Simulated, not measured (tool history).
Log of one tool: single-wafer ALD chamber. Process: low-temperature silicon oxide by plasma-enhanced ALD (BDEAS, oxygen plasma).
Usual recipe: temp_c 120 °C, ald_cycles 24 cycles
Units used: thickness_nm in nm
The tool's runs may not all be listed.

run,hour,temp_c,ald_cycles,wafers since the last listed run,hours since the last thermocouple change,hours since the gauge calibration,"read-back reference wafer on the same gauge, thickness_nm",thickness_nm
1,0.0,120,21,0,789.7,232.9,3.669,2.961
2,11.3,120,21,159,801.0,244.2,3.667,2.947
3,24.0,129,27,179,813.7,256.9,3.666,3.748
4,37.5,129,27,191,827.2,270.4,3.658,3.737
5,52.9,120,24,217,842.6,285.8,3.660,3.378
# hour 57.3: gauge calibrated
6,69.7,120,24,237,859.4,12.4,3.688,3.379
7,83.5,120,24,195,873.2,26.2,3.687,3.415
8,124.2,120,26,575,913.9,66.9,3.687,3.674
9,141.8,120,26,249,931.5,84.5,3.688,3.668
10,156.4,120,26,206,946.1,99.1,3.685,3.673
11,167.8,120,24,161,957.5,110.5,3.683,3.394
12,184.1,128,24,230,973.8,126.8,3.677,3.326
13,201.6,128,24,247,991.3,144.3,3.680,3.332
14,212.6,120,28,155,1002.3,155.3,3.674,3.944
15,264.6,120,19,735,1054.3,207.3,3.665,2.671
# hour 279.8: thermocouple changed; heater temperature recalibrated
16,280.3,111,28,108,0.5,223.0,3.669,3.982
17,286.2,135,21,83,6.4,228.9,3.666,2.878
18,294.6,109,22,118,14.8,237.3,3.666,3.139
19,310.8,120,24,229,31.0,253.5,3.660,3.368
20,326.3,120,24,219,46.5,269.0,3.652,3.363
# hour 328.3: gauge calibrated
21,343.3,128,28,240,63.5,15.0,3.692,3.908
22,352.9,120,26,135,73.1,24.6,3.691,3.696
23,363.4,127,26,148,83.6,35.1,3.694,3.635
24,375.8,120,24,175,96.0,47.5,3.692,3.397
25,389.8,114,21,198,110.0,61.5,3.688,2.991
26,402.6,128,20,181,122.8,74.3,3.692,2.787
27,415.6,120,21,183,135.8,87.3,3.693,2.979

Consider 5 possible next runs. They are alternatives, not a sequence: every one starts from the tool as it was left by run 27. What does each give?
A,416.0,127,24,5,136.2,87.7,?,?
B,416.0,109,26,5,136.2,87.7,?,?
C,416.0,110,19,5,136.2,87.7,?,?
D,416.0,108,22,5,136.2,87.7,?,?
E,416.0,126,24,5,136.2,87.7,?,?

run,"read-back reference wafer on the same gauge, thickness_nm",thickness_nm
A,3.690,3.365
B,3.690,3.754
C,3.690,2.739
D,3.690,3.182
E,3.690,3.370
The same runs, with their run-to-run variation unchanged, on a tool lacking any hidden condition would have given:
run,thickness_nm
A,3.374
B,3.764
C,2.746
D,3.190
E,3.379
